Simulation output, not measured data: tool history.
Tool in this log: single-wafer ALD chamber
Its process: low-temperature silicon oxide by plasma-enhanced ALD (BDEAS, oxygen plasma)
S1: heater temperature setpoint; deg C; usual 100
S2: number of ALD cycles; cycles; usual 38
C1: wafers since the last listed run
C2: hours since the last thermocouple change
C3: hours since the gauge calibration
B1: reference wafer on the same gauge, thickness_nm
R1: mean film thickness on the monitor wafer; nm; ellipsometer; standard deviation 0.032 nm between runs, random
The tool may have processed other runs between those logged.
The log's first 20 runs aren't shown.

run	hour	S1	S2	C1	C2	C3	B1	R1
21	1360.6	93	38	215	2285.3	2325.6	5.051	5.675
22	1431.5	100	34	331	2356.2	2396.5	5.048	4.946
# hour 1444.1: thermocouple changed; heater temperature recalibrated
23	1529.2	100	35	419	85.1	2494.2	5.036	5.085
24	1572.1	100	38	200	128	2537.1	5.038	5.525
25	1630.9	100	38	275	186.8	2595.9	5.058	5.57
26	1710.7	95	38	373	266.6	2675.7	5.042	5.618
27	1773.4	113	43	293	329.3	2738.4	5.053	6.147
# hour 1855.2: gauge calibrated
28	1907.3	100	38	626	463.2	52.1	5.052	5.49
29	2011.1	86	32	485	567	155.9	5.06	4.864
30	2048.2	100	38	173	604.1	193	5.045	5.476
31	2139.6	93	31	427	695.5	284.4	5.044	4.562
32	2193.9	87	38	254	749.8	338.7	5.043	5.724
33	2236.3	108	38	198	792.2	381.1	5.045	5.471
34	2284.2	100	41	224	840.1	429	5.05	5.966
35	2328.8	108	43	208	884.7	473.6	5.052	6.212
36	2454.5	100	33	588	1010.4	599.3	5.049	4.783
37	2529.9	100	38	352	1085.8	674.7	5.049	5.557
38	2612.4	106	32	386	1168.3	757.2	5.044	4.575
39	2653.3	100	34	191	1209.2	798.1	5.06	4.861
40	2701.5	100	40	225	1257.4	846.3	5.05	5.843
41	2808.2	107	38	499	1364.1	953	5.047	5.487
42	2893.1	100	38	397	1449	1037.9	5.05	5.524
43	2948.1	100	38	257	1504	1092.9	5.053	5.515
44	2997.8	112	31	232	1553.7	1142.6	5.05	4.428

4 ways to go on from here, each from the tool as it stands after run 44. What would each give?
A	2998.3	100	38	2	1554.2	1143.1	?	?
B	2998.3	95	43	2	1554.2	1143.1	?	?
C	2998.3	111	38	2	1554.2	1143.1	?	?
D	2998.3	90	41	2	1554.2	1143.1	?	?

run	B1	R1
A	5.046	5.512
B	5.046	6.336
C	5.046	5.416
D	5.046	6.136
Without the tool's unlogged condition, the same runs would have read:
run	R1
A	5.512
B	6.336
C	5.416
D	6.136

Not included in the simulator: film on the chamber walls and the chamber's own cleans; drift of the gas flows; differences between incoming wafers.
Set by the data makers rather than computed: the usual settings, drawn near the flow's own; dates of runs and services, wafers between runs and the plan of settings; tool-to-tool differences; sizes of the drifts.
